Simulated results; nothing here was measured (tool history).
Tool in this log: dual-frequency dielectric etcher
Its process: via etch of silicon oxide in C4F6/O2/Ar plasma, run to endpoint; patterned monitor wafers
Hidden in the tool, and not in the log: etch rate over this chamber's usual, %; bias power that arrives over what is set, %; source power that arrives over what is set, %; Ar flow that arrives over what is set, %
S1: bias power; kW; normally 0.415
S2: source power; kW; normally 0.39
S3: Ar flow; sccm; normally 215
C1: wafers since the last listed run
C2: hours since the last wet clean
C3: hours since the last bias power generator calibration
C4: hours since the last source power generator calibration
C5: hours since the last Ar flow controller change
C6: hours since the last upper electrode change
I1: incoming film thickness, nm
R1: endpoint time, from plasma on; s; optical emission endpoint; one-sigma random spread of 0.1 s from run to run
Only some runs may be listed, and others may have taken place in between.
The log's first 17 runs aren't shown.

Run 18, hour 957: usual settings but S1 0.352 kW, S3 163 sccm; C1 1245; C2 237.2; C3 610.4; C4 442.7; C5 643.5; C6 714.5; I1 76.5. Result: R1 18.3 s.
Run 19, hour 1014: usual settings but S3 253 sccm; C1 1036; C2 294.2; C3 667.4; C4 499.7; C5 700.5; C6 771.5; I1 77.5. Result: R1 18.6 s.
Run 20, hour 1081.7: usual settings but S1 0.317 kW, S2 0.34 kW, S3 265 sccm; C1 1231; C2 361.9; C3 735.1; C4 567.4; C5 768.2; C6 839.2; I1 76.7. Result: R1 21.1 s.
Run 21, hour 1112.8: usual settings; C1 565; C2 393; C3 766.2; C4 598.5; C5 799.3; C6 870.3; I1 76.5. Result: R1 17.7 s.
Run 22, hour 1145.6: usual settings but S1 0.511 kW; C1 596; C2 425.8; C3 799; C4 631.3; C5 832.1; C6 903.1; I1 76.9. Result: R1 16.4 s.
Run 23, hour 1205.9: usual settings but S3 185 sccm; C1 1096; C2 486.1; C3 859.3; C4 691.6; C5 892.4; C6 963.4; I1 77.1. Result: R1 17.5 s.
At hour 1277.2: wet clean of the chamber.
Run 24, hour 1277.7: usual settings but S1 0.366 kW; C1 869; C2 0.5; C3 931.1; C4 763.4; C5 964.2; C6 1035.2; I1 76.2. Result: R1 19.2 s.
Run 25, hour 1304: usual settings but S2 0.3 kW, S3 231 sccm; C1 478; C2 26.8; C3 957.4; C4 789.7; C5 990.5; C6 1061.5; I1 76.3. Result: R1 19.9 s.
Run 26, hour 1343.3: usual settings but S1 0.372 kW, S2 0.43 kW, S3 233 sccm; C1 714; C2 66.1; C3 996.7; C4 829; C5 1029.8; C6 1100.8; I1 77. Result: R1 18.9 s.
Run 27, hour 1388: usual settings but S1 0.374 kW, S3 167 sccm; C1 812; C2 110.8; C3 1041.4; C4 873.7; C5 1074.5; C6 1145.5; I1 76.7. Result: R1 18.3 s.
Run 28, hour 1446.3: usual settings; C1 1060; C2 169.1; C3 1099.7; C4 932; C5 1132.8; C6 1203.8; I1 76.9. Result: R1 18 s.
Run 29, hour 1479.1: usual settings; C1 596; C2 201.9; C3 1132.5; C4 964.8; C5 1165.6; C6 1236.6; I1 76.5. Result: R1 18.2 s.
Run 30, hour 1535.9: usual settings but S1 0.368 kW, S2 0.36 kW, S3 184 sccm; C1 1032; C2 258.7; C3 1189.3; C4 1021.6; C5 1222.4; C6 1293.4; I1 76.7. Result: R1 19.2 s.

Predict each of these 3 candidate next runs independently; none follows another, all start after run 30:
Run A, hour 1536.3: usual settings; C1 7; C2 259.1; C3 1189.7; C4 1022; C5 1222.8; C6 1293.8; I1 76.8. Result: R1 ?.
Run B, hour 1536.3: usual settings but S1 0.519 kW, S2 0.32 kW, S3 164 sccm; C1 7; C2 259.1; C3 1189.7; C4 1022; C5 1222.8; C6 1293.8; I1 76.8. Result: R1 ?.
Run C, hour 1536.3: usual settings but S2 0.32 kW, S3 183 sccm; C1 7; C2 259.1; C3 1189.7; C4 1022; C5 1222.8; C6 1293.8; I1 76.8. Result: R1 ?.

run    R1
  A  18.1
  B    17
  C  18.9
Stripped of hidden state, with their random variation kept, the same runs would have yielded:
run    R1
  A  18.5
  B  17.4
  C  19.3
